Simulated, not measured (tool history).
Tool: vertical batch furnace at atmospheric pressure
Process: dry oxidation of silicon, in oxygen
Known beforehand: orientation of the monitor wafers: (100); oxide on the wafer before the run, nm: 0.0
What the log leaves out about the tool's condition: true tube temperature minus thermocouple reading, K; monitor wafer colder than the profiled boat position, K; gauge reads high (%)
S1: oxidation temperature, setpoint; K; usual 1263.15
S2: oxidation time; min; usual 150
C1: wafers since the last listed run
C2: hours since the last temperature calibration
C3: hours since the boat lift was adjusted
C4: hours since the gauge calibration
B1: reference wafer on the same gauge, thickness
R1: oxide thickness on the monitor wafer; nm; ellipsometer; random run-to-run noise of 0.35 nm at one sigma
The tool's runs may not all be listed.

Run 1, day 0: usual settings but S1 1277.15 K; C1 0; C2 2037.6; C3 85.9; C4 3028.4; B1 64.05. Result: R1 90.89 nm.
Run 2, day 4.192: usual settings but S1 1277.15 K; C1 964; C2 2138.2; C3 186.5; C4 3129; B1 64.08. Result: R1 91.65 nm.
Run 3, day 8.112: usual settings but S2 185.5 min; C1 902; C2 2232.3; C3 280.6; C4 3223.1; B1 64.11. Result: R1 93.06 nm.
Run 4, day 10.633: usual settings but S2 185.5 min; C1 580; C2 2292.8; C3 341.1; C4 3283.6; B1 64.06. Result: R1 93.54 nm.
Run 5, day 13.717: usual settings but S2 185.5 min; C1 709; C2 2366.8; C3 415.1; C4 3357.6; B1 64.07. Result: R1 92.45 nm.
Run 6, day 15.267: usual settings; C1 356; C2 2404; C3 452.3; C4 3394.8; B1 64.09. Result: R1 80.28 nm.
Run 7, day 17.646: usual settings but S1 1282.15 K, S2 189.5 min; C1 547; C2 2461.1; C3 509.4; C4 3451.9; B1 64.02. Result: R1 112.79 nm.
Run 8, day 20.571: usual settings but S2 183 min; C1 673; C2 2531.3; C3 579.6; C4 3522.1; B1 64.15. Result: R1 91.58 nm.
Run 9, day 22.192: usual settings but S2 183 min; C1 372; C2 2570.2; C3 618.5; C4 3561; B1 64.07. Result: R1 92.55 nm.
Run 10, day 24.054: usual settings but S1 1250.15 K; C1 428; C2 2614.9; C3 663.2; C4 3605.7; B1 64.01. Result: R1 71.74 nm.
Run 11, day 26.658: usual settings but S1 1250.15 K; C1 599; C2 2677.4; C3 725.7; C4 3668.2; B1 64.13. Result: R1 71.45 nm.
Run 12, day 30.358: usual settings but S1 1250.15 K; C1 851; C2 2766.2; C3 814.5; C4 3757; B1 64.12. Result: R1 71.19 nm.
Run 13, day 32.942: usual settings; C1 594; C2 2828.2; C3 876.5; C4 3819; B1 64.1. Result: R1 80.02 nm.
Run 14, day 36.746: usual settings; C1 875; C2 2919.5; C3 967.8; C4 3910.3; B1 64.06. Result: R1 79.96 nm.
Run 15, day 41.046: usual settings; C1 989; C2 3022.7; C3 1071; C4 4013.5; B1 64.08. Result: R1 80.02 nm.
At day 41.842: gauge calibrated.
Run 16, day 44.983: usual settings but S1 1250.15 K; C1 905; C2 3117.2; C3 1165.5; C4 75.4; B1 64.11. Result: R1 70.5 nm.
Run 17, day 50.175: usual settings but S1 1278.15 K, S2 92.5 min; C1 1194; C2 3241.8; C3 1290.1; C4 200; B1 64.04. Result: R1 66.09 nm.
At day 53.796: thermocouples replaced and temperature profile calibrated.
Run 18, day 53.817: usual settings; C1 607; C2 0.5; C3 1377.5; C4 287.4; B1 64.09. Result: R1 76 nm.
Run 19, day 55.45: usual settings; C1 375; C2 39.7; C3 1416.7; C4 326.6; B1 64.1. Result: R1 76.13 nm.
Run 20, day 57.846: usual settings; C1 551; C2 97.2; C3 1474.2; C4 384.1; B1 64.13. Result: R1 76.68 nm.
Run 21, day 60.688: usual settings but S1 1250.15 K, S2 192.5 min; C1 653; C2 165.4; C3 1542.4; C4 452.3; B1 64.06. Result: R1 81.99 nm.
Run 22, day 63.096: usual settings but S1 1245.15 K, S2 175.5 min; C1 554; C2 223.2; C3 1600.2; C4 510.1; B1 64.04. Result: R1 73.33 nm.
Run 23, day 65.729: usual settings; C1 605; C2 286.4; C3 1663.4; C4 573.3; B1 64.13. Result: R1 76.89 nm.
Run 24, day 72.7: usual settings but S2 95 min; C1 1603; C2 453.7; C3 1830.7; C4 740.6; B1 64.17. Result: R1 55.17 nm.
Run 25, day 75.154: usual settings but S1 1275.15 K, S2 100 min; C1 564; C2 512.6; C3 1889.6; C4 799.5; B1 64.09. Result: R1 64.76 nm.
Run 26, day 79.071: usual settings but S1 1283.15 K; C1 901; C2 606.6; C3 1983.6; C4 893.5; B1 64.07. Result: R1 91.58 nm.
Run 27, day 83.058: usual settings but S1 1282.15 K, S2 99 min; C1 917; C2 702.3; C3 2079.3; C4 989.2; B1 64.15. Result: R1 68.91 nm.
Run 28, day 84.879: usual settings but S1 1282.15 K, S2 118.5 min; C1 418; C2 746; C3 2123; C4 1032.9; B1 64.1. Result: R1 77.95 nm.
Run 29, day 89.908: usual settings but S1 1246.15 K, S2 224 min; C1 1157; C2 866.7; C3 2243.7; C4 1153.6; B1 64.12. Result: R1 88.6 nm.
Run 30, day 93.767: usual settings but S1 1274.15 K; C1 887; C2 959.3; C3 2336.3; C4 1246.2; B1 64.08. Result: R1 83.86 nm.
Run 31, day 95.583: usual settings but S1 1273.15 K, S2 102 min; C1 418; C2 1002.9; C3 2379.9; C4 1289.8; B1 64.01. Result: R1 63.48 nm.
At day 98.079: boat lift adjusted.
Run 32, day 100.042: usual settings; C1 795; C2 1109.9; C3 47.1; C4 1396.8; B1 64.08. Result: R1 79.65 nm.
Run 33, day 102.338: usual settings; C1 528; C2 1165; C3 102.2; C4 1451.9; B1 64.18. Result: R1 79.45 nm.
Run 34, day 104.396: usual settings but S1 1273.15 K, S2 102 min; C1 473; C2 1214.4; C3 151.6; C4 1501.3; B1 64.09. Result: R1 66.81 nm.
Run 35, day 107.621: usual settings but S1 1244.15 K; C1 742; C2 1291.8; C3 229; C4 1578.7; B1 64.11. Result: R1 67.72 nm.
Run 36, day 120.529: usual settings but S1 1248.15 K, S2 185.5 min; C1 2970; C2 1601.6; C3 538.8; C4 1888.5; B1 64.08. Result: R1 81.28 nm.
Run 37, day 123.496: usual settings but S1 1271.15 K, S2 217 min; C1 682; C2 1672.8; C3 610; C4 1959.7; B1 64.09. Result: R1 110.71 nm.
Run 38, day 125.238: usual settings; C1 400; C2 1714.6; C3 651.8; C4 2001.5; B1 64.1. Result: R1 79.56 nm.
Run 39, day 127.8: usual settings; C1 589; C2 1776.1; C3 713.3; C4 2063; B1 64.12. Result: R1 79.62 nm.
Run 40, day 132.092: usual settings but S1 1282.15 K, S2 99.5 min; C1 987; C2 1879.1; C3 816.3; C4 2166; B1 64.01. Result: R1 72.28 nm.

For each run, the measured value with the value that run would have given without the tool's hidden condition subtracted. The run-to-run variation is shared by both, the gauge scatter possibly not:
run     R1
  1  +3.87
  2  +3.94
  3  +3.98
  4  +4.01
  5  +3.95
  6  +3.52
  7  +4.66
  8  +3.88
  9  +3.91
 10  +2.62
 11  +2.58
 12  +2.53
 13   +3.3
 14  +3.21
 15  +3.11
 16  +2.24
 17  +2.38
 18  -1.03
 19  -0.97
 20  -0.89
 21  -0.71
 22  -0.59
 23  -0.72
 24   -0.5
 25   -0.6
 26  -0.83
 27  -0.69
 28  -0.82
 29  -0.83
 30  -1.17
 31  -0.98
 32  +2.58
 33  +2.64
 34  +2.35
 35  +1.88
 36  +2.42
 37  +3.92
 38  +2.91
 39   +2.9
 40   +2.6

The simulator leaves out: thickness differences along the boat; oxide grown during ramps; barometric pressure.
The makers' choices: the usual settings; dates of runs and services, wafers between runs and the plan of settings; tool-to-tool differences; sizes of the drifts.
